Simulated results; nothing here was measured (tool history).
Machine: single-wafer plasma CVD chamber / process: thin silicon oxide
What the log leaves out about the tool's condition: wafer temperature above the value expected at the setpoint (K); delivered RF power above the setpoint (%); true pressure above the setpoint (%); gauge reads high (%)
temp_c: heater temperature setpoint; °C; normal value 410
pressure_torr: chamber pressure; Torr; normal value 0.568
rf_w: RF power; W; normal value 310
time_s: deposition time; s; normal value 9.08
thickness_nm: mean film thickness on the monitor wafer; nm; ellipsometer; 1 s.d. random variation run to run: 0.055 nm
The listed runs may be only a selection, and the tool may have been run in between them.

| run | hour | temp_c | pressure_torr | rf_w | time_s | wafers since the last listed run | hours since the last thermocouple change | hours since the last RF generator calibration | hours since the last manometer calibration | hours since the showerhead was replaced | hours since the gauge calibration | read-back reference wafer on the same gauge, thickness_nm | thickness_nm |
|---|---|---|---|---|---|---|---|---|---|---|---|---|---|
| 1 | 0.0 | 410 | 0.568 | 310 | 10.11 | 0 | 2375.2 | 695.6 | 1098.6 | 2593.1 | 1504.1 | 11.817 | 12.480 |
| 2 | 42.8 | 410 | 0.568 | 310 | 10.11 | 760 | 2418.0 | 738.4 | 1141.4 | 2635.9 | 1546.9 | 11.792 | 12.548 |
| 3 | 90.4 | 415 | 0.467 | 310 | 9.08 | 845 | 2465.6 | 786.0 | 1189.0 | 2683.5 | 1594.5 | 11.790 | 9.182 |
| 4 | 137.8 | 415 | 0.467 | 310 | 9.08 | 841 | 2513.0 | 833.4 | 1236.4 | 2730.9 | 1641.9 | 11.812 | 9.159 |
|  | 186.0 | thermocouple changed; heater temperature recalibrated |
| 5 | 196.9 | 422 | 0.568 | 340 | 9.08 | 907 | 10.9 | 892.5 | 1295.5 | 2790.0 | 1701.0 | 11.758 | 11.553 |
| 6 | 235.7 | 422 | 0.568 | 340 | 9.08 | 689 | 49.7 | 931.3 | 1334.3 | 2828.8 | 1739.8 | 11.738 | 11.509 |
| 7 | 263.9 | 422 | 0.568 | 340 | 9.08 | 500 | 77.9 | 959.5 | 1362.5 | 2857.0 | 1768.0 | 11.726 | 11.417 |
|  | 291.9 | RF generator calibrated |
| 8 | 325.0 | 418 | 0.568 | 310 | 9.08 | 942 | 139.0 | 33.1 | 1423.6 | 2918.1 | 1829.1 | 11.741 | 11.083 |
| 9 | 394.0 | 418 | 0.568 | 310 | 9.08 | 1225 | 208.0 | 102.1 | 1492.6 | 2987.1 | 1898.1 | 11.714 | 11.102 |
| 10 | 423.8 | 410 | 0.568 | 310 | 9.08 | 529 | 237.8 | 131.9 | 1522.4 | 3016.9 | 1927.9 | 11.701 | 11.073 |
| 11 | 479.4 | 422 | 0.445 | 275 | 10.58 | 987 | 293.4 | 187.5 | 1578.0 | 3072.5 | 1983.5 | 11.698 | 9.538 |
| 12 | 538.9 | 420 | 0.568 | 310 | 9.08 | 1056 | 352.9 | 247.0 | 1637.5 | 3132.0 | 2043.0 | 11.676 | 10.997 |
| 13 | 582.9 | 410 | 0.462 | 355 | 9.08 | 781 | 396.9 | 291.0 | 1681.5 | 3176.0 | 2087.0 | 11.680 | 9.440 |
|  | 600.9 | capacitance manometer re-zeroed and calibrated |
| 14 | 613.0 | 406 | 0.467 | 270 | 9.94 | 392 | 427.0 | 321.1 | 12.1 | 3206.1 | 2117.1 | 11.660 | 9.537 |
|  | 624.6 | gauge calibrated |
| 15 | 659.6 | 424 | 0.686 | 340 | 9.08 | 827 | 473.6 | 367.7 | 58.7 | 3252.7 | 35.0 | 12.144 | 14.168 |
| 16 | 731.0 | 415 | 0.687 | 255 | 9.08 | 1267 | 545.0 | 439.1 | 130.1 | 3324.1 | 106.4 | 12.124 | 12.955 |
| 17 | 796.2 | 410 | 0.568 | 310 | 9.08 | 1157 | 610.2 | 504.3 | 195.3 | 3389.3 | 171.6 | 12.115 | 11.493 |
|  | 821.6 | showerhead replaced |
| 18 | 853.7 | 410 | 0.473 | 310 | 9.08 | 879 | 667.7 | 561.8 | 252.8 | 32.1 | 229.1 | 12.104 | 9.623 |
| 19 | 905.1 | 410 | 0.568 | 310 | 9.08 | 912 | 719.1 | 613.2 | 304.2 | 83.5 | 280.5 | 12.069 | 11.502 |
| 20 | 954.7 | 410 | 0.568 | 310 | 9.08 | 880 | 768.7 | 662.8 | 353.8 | 133.1 | 330.1 | 12.032 | 11.475 |
| 21 | 1006.2 | 410 | 0.568 | 310 | 7.46 | 914 | 820.2 | 714.3 | 405.3 | 184.6 | 381.6 | 12.037 | 9.469 |
| 22 | 1032.8 | 420 | 0.568 | 335 | 9.08 | 472 | 846.8 | 740.9 | 431.9 | 211.2 | 408.2 | 12.064 | 11.711 |
| 23 | 1065.9 | 395 | 0.653 | 360 | 8.15 | 587 | 879.9 | 774.0 | 465.0 | 244.3 | 441.3 | 12.052 | 12.399 |
| 24 | 1126.1 | 410 | 0.568 | 310 | 7.46 | 1069 | 940.1 | 834.2 | 525.2 | 304.5 | 501.5 | 12.019 | 9.420 |
| 25 | 1150.3 | 421 | 0.568 | 285 | 9.08 | 429 | 964.3 | 858.4 | 549.4 | 328.7 | 525.7 | 12.030 | 10.948 |
|  | 1254.2 | RF generator calibrated |
| 26 | 1337.0 | 410 | 0.568 | 310 | 9.08 | 3173 | 1151.0 | 82.8 | 736.1 | 515.4 | 712.4 | 11.979 | 11.308 |
| 27 | 1393.1 | 410 | 0.568 | 310 | 9.08 | 996 | 1207.1 | 138.9 | 792.2 | 571.5 | 768.5 | 11.957 | 11.355 |

Alternative continuations, all from the tool just after run 27; predict every row:
| A | 1393.5 | 410 | 0.568 | 310 | 9.08 | 7 | 1207.5 | 139.3 | 792.6 | 571.9 | 768.9 | ? | ? |
| B | 1393.5 | 410 | 0.568 | 310 | 10.83 | 7 | 1207.5 | 139.3 | 792.6 | 571.9 | 768.9 | ? | ? |
| C | 1393.5 | 398 | 0.649 | 360 | 10.69 | 7 | 1207.5 | 139.3 | 792.6 | 571.9 | 768.9 | ? | ? |
| D | 1393.5 | 423 | 0.568 | 310 | 10.09 | 7 | 1207.5 | 139.3 | 792.6 | 571.9 | 768.9 | ? | ? |
| E | 1393.5 | 417 | 0.458 | 275 | 10.83 | 7 | 1207.5 | 139.3 | 792.6 | 571.9 | 768.9 | ? | ? |

| run | read-back reference wafer on the same gauge, thickness_nm | thickness_nm |
|---|---|---|
| A | 11.950 | 11.333 |
| B | 11.950 | 13.511 |
| C | 11.950 | 16.164 |
| D | 11.950 | 12.497 |
| E | 11.950 | 10.379 |
Take away the tool's hidden state, keep each run's random variation, and the runs would have read:
| run | thickness_nm |
|---|---|
| A | 11.561 |
| B | 13.783 |
| C | 16.489 |
| D | 12.749 |
| E | 10.588 |
